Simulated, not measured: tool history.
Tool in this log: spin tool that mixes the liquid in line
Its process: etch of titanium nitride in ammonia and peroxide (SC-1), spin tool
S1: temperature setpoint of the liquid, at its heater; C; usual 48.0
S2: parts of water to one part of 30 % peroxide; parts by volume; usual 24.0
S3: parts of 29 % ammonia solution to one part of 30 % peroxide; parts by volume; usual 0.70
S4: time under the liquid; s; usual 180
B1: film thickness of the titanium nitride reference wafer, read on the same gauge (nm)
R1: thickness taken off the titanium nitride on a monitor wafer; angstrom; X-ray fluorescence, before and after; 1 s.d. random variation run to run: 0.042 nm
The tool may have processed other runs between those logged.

run	hour	S1	S2	S3	S4	B1	R1
1	0.0	48.0	24.0	0.70	180	69.970	41.33
2	20.4	48.0	24.0	0.70	180	69.992	41.02
3	44.3	48.0	24.0	0.70	180	70.017	40.71
4	59.6	48.0	24.0	0.70	180	70.013	40.72
5	78.6	48.0	24.0	0.70	180	70.011	41.65
6	94.6	48.0	24.0	0.80	180	70.033	42.68
7	126.6	48.0	24.0	0.70	180	70.035	41.58
8	156.5	48.0	24.0	0.70	180	69.942	40.69
9	180.5	48.0	24.0	0.70	180	70.010	40.41
# hour 197.3: ammonia flow meter replaced
10	215.4	48.0	24.0	0.70	180	69.999	40.77
# hour 218.9: thermometer replaced
# hour 236.4: new drum of ammonia solution connected
11	239.2	48.0	24.0	0.70	180	70.026	33.67
# hour 252.1: gauge calibrated
12	258.5	41.5	24.0	0.70	255	69.979	29.59
13	287.0	48.0	24.0	0.70	180	70.013	33.74
# hour 288.8: heated supply line repaired
14	311.5	48.0	19.0	0.50	275	70.017	76.45
15	327.3	42.5	28.5	0.50	225	69.953	33.63
16	362.5	48.0	14.5	0.70	180	69.956	60.73
17	388.6	48.0	24.0	0.70	285	69.992	74.45
18	404.6	48.0	15.0	1.00	180	69.984	64.16
19	436.4	48.0	14.5	0.70	135	70.005	45.48
20	449.7	57.0	24.0	1.05	145	69.941	74.35
21	483.3	48.0	35.5	0.70	150	70.017	30.80
22	500.2	48.0	24.0	0.70	180	69.970	46.59
23	517.8	48.0	24.0	0.70	180	69.979	45.77

Predict each of these 5 candidate next runs independently; none follows another, all start after run 23:
A	518.3	48.0	24.0	0.70	210	?	?
B	518.3	48.0	19.5	0.40	110	?	?
C	518.3	48.0	24.0	0.95	150	?	?
D	518.3	44.0	24.0	0.95	110	?	?
E	518.3	48.0	24.0	0.55	180	?	?

run	B1	R1
A	69.989	54.01
B	69.989	28.64
C	69.989	40.77
D	69.989	22.46
E	69.989	44.27
With the hidden condition removed and each run's random variation left untouched, the same runs would have given:
run	R1
A	54.36
B	28.82
C	41.03
D	22.61
E	44.55
